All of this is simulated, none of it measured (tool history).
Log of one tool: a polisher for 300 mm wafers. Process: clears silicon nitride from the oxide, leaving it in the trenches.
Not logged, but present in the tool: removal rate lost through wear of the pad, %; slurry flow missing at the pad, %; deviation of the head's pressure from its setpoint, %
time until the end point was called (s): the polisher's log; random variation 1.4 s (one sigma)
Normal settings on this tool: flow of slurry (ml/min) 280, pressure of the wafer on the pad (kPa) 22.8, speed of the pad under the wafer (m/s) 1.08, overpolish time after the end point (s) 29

run,hour,flow of slurry (ml/min),pressure of the wafer on the pad (kPa),speed of the pad under the wafer (m/s),overpolish time after the end point (s),wafers since the last listed run,wafers polished on this pad,hours since the slurry nozzle was cleaned,hours since the head pressure was calibrated,"incoming thickness of the incoming film, nm",time until the end point was called (s)
1,0,205,22.8,0.82,29,0,1319,56.7,366.2,96.6,104.3
# hour 8.6: worn pad replaced by a new one
2,55.9,205,22.8,0.82,29,383,350,112.6,422.1,95.5,100.5
3,125.3,280,22.8,1.08,29,513,863,182,491.5,96.4,84.6
# hour 170.2: worn pad replaced by a new one
4,174.9,280,22.8,1.08,29,337,34,231.6,541.1,94.9,83.3
5,213.2,280,22.8,1.08,29,283,317,269.9,579.4,95,83.8
6,241.9,280,22.8,1.08,29,212,530,298.6,608.1,93,83.3
7,276.6,280,17.9,1.08,29,256,786,333.3,642.8,94.5,103.1
8,309,280,17.9,1.08,29,239,1026,365.7,675.2,94,107.1
9,337.7,280,22.8,1.08,29,212,1238,394.4,703.9,95.1,84.3
# hour 342.7: worn pad replaced by a new one
10,395.6,280,22.8,1.08,36,398,391,452.3,761.8,94.4,88.4
# hour 417.9: slurry nozzle cleaned
# hour 434.6: head pressure recalibrated
11,446.5,280,22.8,1.08,29,354,745,28.6,11.9,95.5,93.5
# hour 506: worn pad replaced by a new one
# hour 557: head pressure recalibrated, repeated, since the last time left the tool worse
12,572.4,280,22.8,1.08,29,886,476,154.5,15.4,94.1,75.8
13,614.6,280,17.2,1.08,44,311,788,196.7,57.6,93.6,100.2
14,642.5,180,22.8,1.08,29,206,994,224.6,85.5,94.5,81.4
# hour 704.3: worn pad replaced by a new one
15,710.5,215,29.6,1.08,29,473,45,292.6,153.5,94.9,62.7
16,762.7,340,15.9,1.08,29,385,431,344.8,205.7,94.8,108.5
# hour 813.2: slurry nozzle cleaned
17,819.3,280,22.8,1.34,29,411,842,6.1,262.3,93.6,64.2
18,859.3,280,22.8,1.08,29,295,1138,46.1,302.3,95.8,80
19,894,215,22.8,1.08,29,256,1395,80.8,337,95.1,83.1

Same runs, no hidden state in the tool, same run-to-run variation:
run,time until the end point was called (s)
1,101.7
2,97.3
3,81.1
4,79.3
5,79.2
6,78.4
7,96.3
8,99.4
9,77.8
10,80.4
11,79.1
12,77.1
13,102
14,82.7
15,63.6
16,109.8
17,64.7
18,80.4
19,83.2
